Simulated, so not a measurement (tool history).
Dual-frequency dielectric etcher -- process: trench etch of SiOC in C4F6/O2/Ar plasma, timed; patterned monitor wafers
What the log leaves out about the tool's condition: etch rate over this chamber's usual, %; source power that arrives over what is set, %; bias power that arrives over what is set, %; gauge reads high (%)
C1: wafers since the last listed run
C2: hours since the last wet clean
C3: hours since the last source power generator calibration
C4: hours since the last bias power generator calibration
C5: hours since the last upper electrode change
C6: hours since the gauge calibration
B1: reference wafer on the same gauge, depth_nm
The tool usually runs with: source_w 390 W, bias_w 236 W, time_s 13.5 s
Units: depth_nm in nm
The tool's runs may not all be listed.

{"run": 1, "day": 0.0, "source_w": 450, "bias_w": 236, "time_s": 11, "C1": 0, "C2": 54.7, "C3": 1642.1, "C4": 1599.1, "C5": 3943, "C6": 749.8, "B1": 37.83, "depth_nm": 31.45}
{"run": 2, "day": 2.017, "source_w": 450, "bias_w": 236, "time_s": 11, "C1": 756, "C2": 103.1, "C3": 1690.5, "C4": 1647.5, "C5": 3991.4, "C6": 798.2, "B1": 37.89, "depth_nm": 31.21}
{"run": 3, "day": 3.55, "source_w": 450, "bias_w": 236, "time_s": 11, "C1": 575, "C2": 139.9, "C3": 1727.3, "C4": 1684.3, "C5": 4028.2, "C6": 835, "B1": 37.93, "depth_nm": 31.14}
{"run": 4, "day": 11.442, "source_w": 390, "bias_w": 236, "time_s": 13.5, "C1": 2962, "C2": 329.3, "C3": 1916.7, "C4": 1873.7, "C5": 4217.6, "C6": 1024.4, "B1": 38.11, "depth_nm": 36.25}
{"day": 14.688, "done": "wet clean of the chamber"}
{"run": 5, "day": 14.708, "source_w": 390, "bias_w": 236, "time_s": 13.5, "C1": 850, "C2": 0.5, "C3": 1995.1, "C4": 1952.1, "C5": 4296, "C6": 1102.8, "B1": 38.18, "depth_nm": 36.21}
{"run": 6, "day": 15.175, "source_w": 390, "bias_w": 236, "time_s": 13.5, "C1": 175, "C2": 11.7, "C3": 2006.3, "C4": 1963.3, "C5": 4307.2, "C6": 1114, "B1": 38.16, "depth_nm": 36.34}
{"run": 7, "day": 17.992, "source_w": 390, "bias_w": 236, "time_s": 15, "C1": 1057, "C2": 79.3, "C3": 2073.9, "C4": 2030.9, "C5": 4374.8, "C6": 1181.6, "B1": 38.18, "depth_nm": 40.29}
{"day": 18.362, "done": "bias power generator calibrated"}
{"day": 18.825, "done": "gauge calibrated"}
{"run": 8, "day": 19.158, "source_w": 390, "bias_w": 236, "time_s": 10.5, "C1": 375, "C2": 107.3, "C3": 2101.9, "C4": 19.1, "C5": 4402.8, "C6": 8, "B1": 37.07, "depth_nm": 27.25}
{"run": 9, "day": 21.212, "source_w": 390, "bias_w": 236, "time_s": 10.5, "C1": 771, "C2": 156.6, "C3": 2151.2, "C4": 68.4, "C5": 4452.1, "C6": 57.3, "B1": 37.16, "depth_nm": 27.35}
{"run": 10, "day": 22.275, "source_w": 390, "bias_w": 279, "time_s": 13.5, "C1": 398, "C2": 182.1, "C3": 2176.7, "C4": 93.9, "C5": 4477.6, "C6": 82.8, "B1": 37.1, "depth_nm": 37.48}
{"run": 11, "day": 24.75, "source_w": 390, "bias_w": 236, "time_s": 13.5, "C1": 929, "C2": 241.5, "C3": 2236.1, "C4": 153.3, "C5": 4537, "C6": 142.2, "B1": 37.21, "depth_nm": 35.06}
{"run": 12, "day": 27.671, "source_w": 390, "bias_w": 236, "time_s": 13.5, "C1": 1096, "C2": 311.6, "C3": 2306.2, "C4": 223.4, "C5": 4607.1, "C6": 212.3, "B1": 37.22, "depth_nm": 35.39}
{"day": 30.175, "done": "source power generator calibrated"}
{"run": 13, "day": 30.588, "source_w": 390, "bias_w": 236, "time_s": 13.5, "C1": 1032, "C2": 381.6, "C3": 9.9, "C4": 293.4, "C5": 4677.1, "C6": 282.3, "B1": 37.27, "depth_nm": 35.43}
{"day": 32.046, "done": "wet clean of the chamber"}
{"run": 14, "day": 32.146, "source_w": 330, "bias_w": 179, "time_s": 12, "C1": 209, "C2": 2.4, "C3": 47.3, "C4": 330.8, "C5": 4714.5, "C6": 319.7, "B1": 37.34, "depth_nm": 26.14}
{"day": 36.029, "done": "upper electrode replaced"}
{"run": 15, "day": 37.417, "source_w": 390, "bias_w": 254, "time_s": 16, "C1": 1603, "C2": 128.9, "C3": 173.8, "C4": 457.3, "C5": 33.3, "C6": 446.2, "B1": 37.48, "depth_nm": 43.06}
{"run": 16, "day": 40.342, "source_w": 390, "bias_w": 293, "time_s": 13.5, "C1": 1097, "C2": 199.1, "C3": 244, "C4": 527.5, "C5": 103.5, "C6": 516.4, "B1": 37.56, "depth_nm": 38.33}
{"run": 17, "day": 41.471, "source_w": 390, "bias_w": 236, "time_s": 16.5, "C1": 423, "C2": 226.2, "C3": 271.1, "C4": 554.6, "C5": 130.6, "C6": 543.5, "B1": 37.57, "depth_nm": 43.56}
{"run": 18, "day": 43.9, "source_w": 440, "bias_w": 209, "time_s": 13.5, "C1": 911, "C2": 284.5, "C3": 329.4, "C4": 612.9, "C5": 188.9, "C6": 601.8, "B1": 37.62, "depth_nm": 36.24}
{"run": 19, "day": 45.946, "source_w": 440, "bias_w": 271, "time_s": 15.5, "C1": 767, "C2": 333.6, "C3": 378.5, "C4": 662, "C5": 238, "C6": 650.9, "B1": 37.63, "depth_nm": 45.34}
{"day": 47.529, "done": "wet clean of the chamber"}
{"run": 20, "day": 48.396, "source_w": 490, "bias_w": 202, "time_s": 11, "C1": 544, "C2": 20.8, "C3": 437.3, "C4": 720.8, "C5": 296.8, "C6": 709.7, "B1": 37.73, "depth_nm": 30.58}

Alternative continuations, all from the tool just after run 20; predict every row:
{"run": "A", "day": 48.412, "source_w": 390, "bias_w": 263, "time_s": 13.5, "C1": 6, "C2": 21.2, "C3": 437.7, "C4": 721.2, "C5": 297.2, "C6": 710.1, "B1": "?", "depth_nm": "?"}
{"run": "B", "day": 48.412, "source_w": 340, "bias_w": 266, "time_s": 16.5, "C1": 6, "C2": 21.2, "C3": 437.7, "C4": 721.2, "C5": 297.2, "C6": 710.1, "B1": "?", "depth_nm": "?"}
{"run": "C", "day": 48.412, "source_w": 460, "bias_w": 183, "time_s": 13.5, "C1": 6, "C2": 21.2, "C3": 437.7, "C4": 721.2, "C5": 297.2, "C6": 710.1, "B1": "?", "depth_nm": "?"}
{"run": "D", "day": 48.412, "source_w": 450, "bias_w": 213, "time_s": 16, "C1": 6, "C2": 21.2, "C3": 437.7, "C4": 721.2, "C5": 297.2, "C6": 710.1, "B1": "?", "depth_nm": "?"}

run=A B1=37.65 depth_nm=37.36
run=B B1=37.65 depth_nm=42.91
run=C B1=37.65 depth_nm=35.34
run=D B1=37.65 depth_nm=43.8
Without the tool's hidden state the same runs would have given:
run=A depth_nm=36.76
run=B depth_nm=42.22
run=C depth_nm=34.77
run=D depth_nm=43.09
